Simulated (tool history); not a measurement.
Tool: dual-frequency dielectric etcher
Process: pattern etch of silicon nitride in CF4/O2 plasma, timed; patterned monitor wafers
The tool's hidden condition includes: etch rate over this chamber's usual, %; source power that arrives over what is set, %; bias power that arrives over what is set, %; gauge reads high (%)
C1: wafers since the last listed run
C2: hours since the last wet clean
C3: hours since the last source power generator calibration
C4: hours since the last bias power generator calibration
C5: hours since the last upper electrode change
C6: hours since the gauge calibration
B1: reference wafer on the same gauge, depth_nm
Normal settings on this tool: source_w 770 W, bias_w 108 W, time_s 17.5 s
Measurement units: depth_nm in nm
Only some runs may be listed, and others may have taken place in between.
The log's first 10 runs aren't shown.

Run 11, hour 930.1: usual settings but source_w 590 W, bias_w 132 W; C1 650; C2 683.9; C3 2384.9; C4 618.9; C5 614.1; C6 2753.9; B1 38.77. Result: depth_nm 36.73 nm.
At hour 956.1: wet clean of the chamber.
Run 12, hour 967.3: usual settings but time_s 12.5 s; C1 136; C2 11.2; C3 2422.1; C4 656.1; C5 651.3; C6 2791.1; B1 38.79. Result: depth_nm 27.72 nm.
Run 13, hour 1064.4: usual settings; C1 1004; C2 108.3; C3 2519.2; C4 753.2; C5 748.4; C6 2888.2; B1 38.85. Result: depth_nm 38.56 nm.
Run 14, hour 1155.5: usual settings but source_w 840 W, bias_w 101 W; C1 942; C2 199.4; C3 2610.3; C4 844.3; C5 839.5; C6 2979.3; B1 38.86. Result: depth_nm 39.58 nm.
At hour 1165.3: gauge calibrated.
Run 15, hour 1199.7: usual settings; C1 457; C2 243.6; C3 2654.5; C4 888.5; C5 883.7; C6 34.4; B1 38.76. Result: depth_nm 38.83 nm.
Run 16, hour 1443.6: usual settings; C1 2523; C2 487.5; C3 2898.4; C4 1132.4; C5 1127.6; C6 278.3; B1 38.80. Result: depth_nm 39.04 nm.
Run 17, hour 1511.4: usual settings but source_w 680 W; C1 701; C2 555.3; C3 2966.2; C4 1200.2; C5 1195.4; C6 346.1; B1 38.76. Result: depth_nm 35.99 nm.
Run 18, hour 1577.9: usual settings but source_w 840 W, bias_w 117 W; C1 688; C2 621.8; C3 3032.7; C4 1266.7; C5 1261.9; C6 412.6; B1 38.71. Result: depth_nm 42.23 nm.
At hour 1658.3: wet clean of the chamber.
Run 19, hour 1658.8: usual settings but time_s 19.5 s; C1 588; C2 0.5; C3 3113.6; C4 1347.6; C5 1342.8; C6 493.5; B1 38.79. Result: depth_nm 43.37 nm.
At hour 1705.1: source power generator calibrated.
Run 20, hour 1744.8: usual settings but time_s 21.0 s; C1 848; C2 86.5; C3 39.7; C4 1433.6; C5 1428.8; C6 579.5; B1 38.86. Result: depth_nm 46.88 nm.
Run 21, hour 1807.0: usual settings; C1 643; C2 148.7; C3 101.9; C4 1495.8; C5 1491.0; C6 641.7; B1 38.72. Result: depth_nm 39.19 nm.
Run 22, hour 1894.5: usual settings but time_s 15.0 s; C1 905; C2 236.2; C3 189.4; C4 1583.3; C5 1578.5; C6 729.2; B1 38.81. Result: depth_nm 33.20 nm.
Run 23, hour 1994.2: usual settings but source_w 680 W, bias_w 117 W, time_s 14.0 s; C1 1031; C2 335.9; C3 289.1; C4 1683.0; C5 1678.2; C6 828.9; B1 38.83. Result: depth_nm 30.04 nm.
Run 24, hour 2037.3: usual settings but source_w 920 W, bias_w 82 W, time_s 21.5 s; C1 445; C2 379.0; C3 332.2; C4 1726.1; C5 1721.3; C6 872.0; B1 38.78. Result: depth_nm 47.13 nm.
Run 25, hour 2115.5: usual settings but bias_w 91 W, time_s 20.0 s; C1 809; C2 457.2; C3 410.4; C4 1804.3; C5 1799.5; C6 950.2; B1 38.79. Result: depth_nm 41.24 nm.
Run 26, hour 2155.5: usual settings but time_s 21.0 s; C1 413; C2 497.2; C3 450.4; C4 1844.3; C5 1839.5; C6 990.2; B1 38.80. Result: depth_nm 46.55 nm.
Run 27, hour 2240.9: usual settings but bias_w 98 W; C1 883; C2 582.6; C3 535.8; C4 1929.7; C5 1924.9; C6 1075.6; B1 38.71. Result: depth_nm 37.38 nm.
At hour 2268.3: wet clean of the chamber.
Run 28, hour 2297.7: usual settings but bias_w 128 W, time_s 20.5 s; C1 339; C2 29.4; C3 592.6; C4 1986.5; C5 1981.7; C6 1132.4; B1 38.81. Result: depth_nm 48.85 nm.
Run 29, hour 2431.3: usual settings; C1 1382; C2 163.0; C3 726.2; C4 2120.1; C5 2115.3; C6 1266.0; B1 38.82. Result: depth_nm 39.22 nm.
Run 30, hour 2499.9: usual settings but bias_w 83 W; C1 709; C2 231.6; C3 794.8; C4 2188.7; C5 2183.9; C6 1334.6; B1 38.84. Result: depth_nm 35.01 nm.

Here are 3 independent what-if runs from the current tool condition. What would each one return?
Run A, hour 2500.3: usual settings but time_s 14.5 s; C1 4; C2 232.0; C3 795.2; C4 2189.1; C5 2184.3; C6 1335.0; B1 ?. Result: depth_nm ?.
Run B, hour 2500.3: usual settings but source_w 920 W; C1 4; C2 232.0; C3 795.2; C4 2189.1; C5 2184.3; C6 1335.0; B1 ?. Result: depth_nm ?.
Run C, hour 2500.3: usual settings but bias_w 88 W, time_s 20.0 s; C1 4; C2 232.0; C3 795.2; C4 2189.1; C5 2184.3; C6 1335.0; B1 ?. Result: depth_nm ?.

run     B1  depth_nm
  A  38.78     32.57
  B  38.78     43.58
  C  38.78     41.05
Take away the tool's hidden state, keep each run's random variation, and the runs would have read:
run  depth_nm
  A     32.17
  B     43.06
  C     40.59

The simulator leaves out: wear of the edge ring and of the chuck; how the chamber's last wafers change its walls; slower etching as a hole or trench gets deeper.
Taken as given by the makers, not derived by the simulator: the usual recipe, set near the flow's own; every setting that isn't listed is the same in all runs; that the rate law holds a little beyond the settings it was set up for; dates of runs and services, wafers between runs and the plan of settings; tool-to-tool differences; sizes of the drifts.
